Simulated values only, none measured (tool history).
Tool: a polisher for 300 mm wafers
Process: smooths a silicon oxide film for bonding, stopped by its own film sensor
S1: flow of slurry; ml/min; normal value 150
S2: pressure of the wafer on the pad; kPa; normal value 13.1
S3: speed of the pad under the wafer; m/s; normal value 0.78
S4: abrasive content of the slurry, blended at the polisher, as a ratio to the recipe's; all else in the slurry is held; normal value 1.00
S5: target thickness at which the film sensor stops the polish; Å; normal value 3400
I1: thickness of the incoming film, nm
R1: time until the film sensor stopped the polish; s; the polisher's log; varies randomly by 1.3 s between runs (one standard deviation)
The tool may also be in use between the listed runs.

| run | day | S1 | S2 | S3 | S4 | S5 | I1 | R1 |
|---|---|---|---|---|---|---|---|---|
| 1 | 0.000 | 150 | 13.1 | 0.78 | 1.00 | 3400 | 390.0 | 92.2 |
| 2 | 0.579 | 150 | 13.1 | 0.78 | 1.00 | 3400 | 394.1 | 103.5 |
| 3 | 0.967 | 150 | 13.1 | 0.78 | 1.00 | 3400 | 389.5 | 94.3 |
|  | 1.167 | worn pad replaced by a new one |
| 4 | 1.379 | 150 | 13.1 | 0.78 | 1.00 | 3400 | 384.9 | 78.2 |
| 5 | 2.033 | 150 | 13.1 | 0.78 | 1.00 | 3400 | 390.9 | 91.3 |
| 6 | 2.462 | 150 | 16.5 | 0.78 | 1.00 | 3400 | 393.0 | 77.1 |
| 7 | 2.821 | 150 | 16.5 | 0.78 | 1.00 | 3400 | 389.9 | 73.1 |
| 8 | 3.075 | 125 | 13.1 | 0.78 | 1.00 | 3400 | 394.6 | 108.0 |
| 9 | 3.388 | 150 | 13.1 | 0.78 | 1.00 | 3400 | 394.1 | 102.6 |
| 10 | 4.083 | 150 | 13.1 | 0.78 | 1.00 | 3400 | 391.7 | 102.8 |
|  | 4.400 | worn pad replaced by a new one |
| 11 | 4.754 | 150 | 13.1 | 0.78 | 1.00 | 3400 | 387.4 | 84.5 |
|  | 5.033 | slurry nozzle cleaned |
| 12 | 5.333 | 120 | 13.1 | 0.78 | 1.05 | 3400 | 381.5 | 75.6 |
| 13 | 5.858 | 150 | 8.3 | 0.78 | 1.00 | 3400 | 386.0 | 136.7 |
| 14 | 6.392 | 150 | 17.2 | 0.54 | 1.00 | 3400 | 388.1 | 90.8 |
|  | 6.975 | worn pad replaced by a new one |
| 15 | 6.996 | 185 | 13.1 | 0.64 | 0.85 | 3400 | 391.1 | 107.1 |
|  | 7.242 | head pressure recalibrated |
| 16 | 7.308 | 150 | 13.1 | 0.78 | 1.00 | 3400 | 388.4 | 82.6 |
| 17 | 7.708 | 150 | 9.0 | 0.58 | 1.25 | 3280 | 393.0 | 199.3 |
| 18 | 8.308 | 165 | 13.1 | 0.86 | 1.00 | 3250 | 385.8 | 100.8 |
|  | 8.767 | slurry blender recalibrated |
| 19 | 8.958 | 180 | 15.9 | 0.78 | 1.20 | 3220 | 392.3 | 97.7 |
|  | 9.671 | worn pad replaced by a new one |
| 20 | 9.692 | 150 | 13.1 | 0.78 | 1.00 | 3400 | 383.5 | 74.2 |
| 21 | 10.008 | 150 | 13.1 | 0.78 | 1.00 | 3400 | 390.7 | 90.5 |
| 22 | 12.221 | 185 | 17.9 | 0.66 | 1.00 | 3400 | 389.9 | 76.6 |
|  | 13.075 | worn pad replaced by a new one |
| 23 | 13.096 | 150 | 11.7 | 0.78 | 1.10 | 3400 | 392.3 | 94.8 |
| 24 | 13.438 | 150 | 13.1 | 0.78 | 1.00 | 3400 | 389.2 | 84.0 |
| 25 | 13.825 | 125 | 15.9 | 0.78 | 1.10 | 3400 | 382.0 | 61.4 |

Each row is a separate what-if for the run after 25, all from the same tool condition, not one after another. Results?
| A | 13.842 | 150 | 13.1 | 0.78 | 1.00 | 3400 | 390.1 | ? |
| B | 13.842 | 150 | 13.1 | 0.96 | 1.00 | 3400 | 390.1 | ? |
| C | 13.842 | 150 | 9.0 | 0.78 | 1.00 | 3400 | 390.1 | ? |

| run | R1 |
|---|---|
| A | 88.7 |
| B | 75.1 |
| C | 129.6 |
Without the tool's unlogged condition, the same runs would have read:
| run | R1 |
|---|---|
| A | 85.9 |
| B | 72.7 |
| C | 125.5 |

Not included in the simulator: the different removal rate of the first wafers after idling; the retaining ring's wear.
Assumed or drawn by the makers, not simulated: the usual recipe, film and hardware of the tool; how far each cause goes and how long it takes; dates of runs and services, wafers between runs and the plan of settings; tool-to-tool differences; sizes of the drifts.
